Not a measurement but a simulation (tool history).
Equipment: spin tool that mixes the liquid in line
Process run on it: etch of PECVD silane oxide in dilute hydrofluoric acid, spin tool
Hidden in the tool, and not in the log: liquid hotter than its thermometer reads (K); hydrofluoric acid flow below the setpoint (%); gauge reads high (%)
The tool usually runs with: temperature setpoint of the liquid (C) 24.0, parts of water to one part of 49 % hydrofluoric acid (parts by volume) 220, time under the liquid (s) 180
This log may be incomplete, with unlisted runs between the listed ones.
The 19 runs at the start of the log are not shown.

run    hour  temperature setpoint of the liquid (C)  parts of water to one part of 49 % hydrofluoric acid (parts by volume)  time under the liquid (s)  wafers since the last listed run  hours since the thermometer was replaced  hours since the hydrofluoric acid flow meter was replaced  hours since the gauge calibration  read-back film thickness of the PECVD silane oxide reference wafer, read on the same gauge (nm)  thickness taken off the PECVD silane oxide on a monitor wafer (angstrom)
 20  1041.5                                    24.0                                                                     145                        245                               337                                    2185.0                                                     1209.4                              808.2                                                                                            40.00                                                                     407.4
     1053.8  -- hydrofluoric acid flow meter replaced
     1162.4  -- thermometer replaced
 21  1188.6                                    21.0                                                                     220                        180                              1197                                      26.2                                                      134.8                              955.3                                                                                            40.02                                                                     171.8
 22  1223.7                                    24.0                                                                     185                        180                               289                                      61.3                                                      169.9                              990.4                                                                                            40.02                                                                     240.6
 23  1253.0                                    21.0                                                                     115                        230                               241                                      90.6                                                      199.2                             1019.7                                                                                            40.02                                                                     474.8
 24  1287.8                                    24.0                                                                     170                        180                               287                                     125.4                                                      234.0                             1054.5                                                                                            39.98                                                                     263.0
 25  1336.6                                    24.0                                                                     220                        180                               402                                     174.2                                                      282.8                             1103.3                                                                                            40.01                                                                     191.0
 26  1381.3                                    24.0                                                                     220                        215                               368                                     218.9                                                      327.5                             1148.0                                                                                            40.00                                                                     231.1
 27  1413.6                                    24.0                                                                     110                        265                               266                                     251.2                                                      359.8                             1180.3                                                                                            40.04                                                                     647.7
 28  1453.0                                    24.0                                                                     270                        150                               325                                     290.6                                                      399.2                             1219.7                                                                                            40.00                                                                     122.4
 29  1499.3                                    24.0                                                                     220                        180                               382                                     336.9                                                      445.5                             1266.0                                                                                            40.00                                                                     189.7
 30  1533.8                                    24.0                                                                     115                        180                               284                                     371.4                                                      480.0                             1300.5                                                                                            40.01                                                                     406.1
 31  1580.8                                    24.0                                                                     180                        180                               387                                     418.4                                                      527.0                             1347.5                                                                                            40.00                                                                     243.8
     1634.2  -- gauge calibrated
 32  1645.2                                    24.0                                                                     220                        180                               531                                     482.8                                                      591.4                               11.0                                                                                            40.01                                                                     191.3
 33  1707.9                                    27.5                                                                     115                        180                               517                                     545.5                                                      654.1                               73.7                                                                                            39.98                                                                     469.9
 34  1779.4                                    20.0                                                                     220                        180                               589                                     617.0                                                      725.6                              145.2                                                                                            40.00                                                                     161.7

3 options for the next run, each taken on its own from the tool as it stands now. Forecast them:
  A  1779.9                                    24.0                                                                     220                        180                                 4                                     617.5                                                      726.1                              145.7                                                                                                ?                                                                         ?
  B  1779.9                                    26.0                                                                     150                         85                                 4                                     617.5                                                      726.1                              145.7                                                                                                ?                                                                         ?
  C  1779.9                                    24.0                                                                     220                        240                                 4                                     617.5                                                      726.1                              145.7                                                                                                ?                                                                         ?

run  read-back film thickness of the PECVD silane oxide reference wafer, read on the same gauge (nm)  thickness taken off the PECVD silane oxide on a monitor wafer (angstrom)
  A                                                                                            40.01                                                                     188.6
  B                                                                                            40.01                                                                     152.4
  C                                                                                            40.01                                                                     251.5
Take away the tool's hidden state, keep each run's random variation, and the runs would have read:
run  thickness taken off the PECVD silane oxide on a monitor wafer (angstrom)
  A                                                                     196.0
  B                                                                     158.1
  C                                                                     261.4
